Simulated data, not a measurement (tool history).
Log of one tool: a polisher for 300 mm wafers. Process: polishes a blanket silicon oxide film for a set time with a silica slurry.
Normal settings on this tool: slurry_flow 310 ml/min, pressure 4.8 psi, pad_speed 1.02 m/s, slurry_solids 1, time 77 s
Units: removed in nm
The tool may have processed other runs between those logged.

run,hour,slurry_flow,pressure,pad_speed,slurry_solids,time,wafers since the last listed run,wafers polished on this pad,hours since the slurry nozzle was cleaned,hours since the head pressure was calibrated,hours since the slurry blender was calibrated,hours since the conditioning disc was replaced,"incoming thickness of the incoming film, nm",removed
1,0,340,4.8,1.02,1,77,0,311,353.6,1027,243,145.6,1168.2,293.3
2,12.8,340,4.8,1.02,1,77,74,386,366.4,1039.8,255.8,158.4,1175.8,287.3
3,20.1,340,4.8,1.02,1,77,42,428,373.7,1047.1,263.1,165.7,1173.1,286.1
# hour 35.9: worn pad replaced by a new one
4,36.4,310,4.8,0.86,0.85,77,71,3,390,1063.4,279.4,182,1192.6,244.3
5,47,310,4.8,0.86,0.85,77,61,65,400.6,1074,290,192.6,1192.6,245.8
6,58.4,310,4.8,1.02,1,96,66,131,412,1085.4,301.4,204,1165,368.8
7,73.6,310,4.8,1.02,1,96,88,220,427.2,1100.6,316.6,219.2,1158.8,355.5
8,88.3,240,4.8,1.02,1,77,85,306,441.9,1115.3,331.3,233.9,1192.3,279.5
9,98.7,310,4.8,1.02,1,77,60,367,452.3,1125.7,341.7,244.3,1181.9,285.7
10,111.1,310,4.8,1.02,1,77,72,439,464.7,1138.1,354.1,256.7,1171.6,286.6
11,117.4,310,4.8,1.02,1,77,36,476,471,1144.4,360.4,263,1177.4,281.3
# hour 126.5: conditioning disc replaced and pad reconditioned
12,127.7,310,4.8,0.78,1.25,77,48,525,481.3,1154.7,370.7,1.2,1185,252.1
# hour 131.9: worn pad replaced by a new one
13,144.3,345,3.8,1.12,1,65,73,72,497.9,1171.3,387.3,17.8,1173.7,185.5
14,155.4,310,4.8,0.92,1,77,64,137,509,1182.4,398.4,28.9,1176.9,236
# hour 156.9: slurry nozzle cleaned
# hour 171.6: slurry blender recalibrated
15,172.1,310,6.3,1.02,1,77,80,217,15.2,1199.1,0.5,45.6,1160.1,330.5
# hour 179.3: head pressure recalibrated
16,180.5,310,5.8,1.02,1.25,77,37,255,23.6,1.2,8.9,54,1171.4,333.9
17,188.3,310,5.5,1.02,1,57,45,300,31.4,9,16.7,61.8,1157.3,214.3
# hour 199.9: worn pad replaced by a new one, repeated, since the last time left the tool worse
18,204.2,310,4.8,1.02,1,77,69,25,47.3,24.9,32.6,77.7,1159.4,296.6
19,215.4,310,4.8,0.86,0.7,77,65,90,58.5,36.1,43.8,88.9,1158.7,227.4
20,225.4,340,4.8,1.02,1,77,58,149,68.5,46.1,53.8,98.9,1180.3,298.4
21,241.5,360,4.8,1.02,1,77,94,243,84.6,62.2,69.9,115,1177.5,295
22,248.5,310,4.8,1.02,1,77,40,284,91.6,69.2,76.9,122,1175.3,285.2
23,263.3,205,5.5,1.02,1.2,77,86,370,106.4,84,91.7,136.8,1188.5,339.1
24,270.4,310,3.5,0.92,0.85,77,41,412,113.5,91.1,98.8,143.9,1179.1,178.9
# hour 276.7: worn pad replaced by a new one
25,307.6,405,4.8,1.02,0.7,98,194,180,150.7,128.3,136,181.1,1186,331.8

Results per run with the tool's hidden condition removed, run-to-run variation unchanged:
Hidden conditions of the tool in this case: removal rate lost through wear of the pad, %; slurry flow missing at the pad, %; deviation of the head's pressure from its setpoint, %; abrasive missing from the slurry, %; time polished since the conditioner stopped cutting, s.
run,removed
1,305.5
2,302.3
3,302.7
4,246.1
5,249.6
6,377.7
7,368.3
8,292.9
9,301.9
10,305.8
11,301.6
12,272.4
13,216.1
14,277.5
15,394.5
16,401.5
17,259.5
18,299.9
19,231.9
20,306.6
21,306.8
22,298.3
23,358.7
24,190.3
25,340

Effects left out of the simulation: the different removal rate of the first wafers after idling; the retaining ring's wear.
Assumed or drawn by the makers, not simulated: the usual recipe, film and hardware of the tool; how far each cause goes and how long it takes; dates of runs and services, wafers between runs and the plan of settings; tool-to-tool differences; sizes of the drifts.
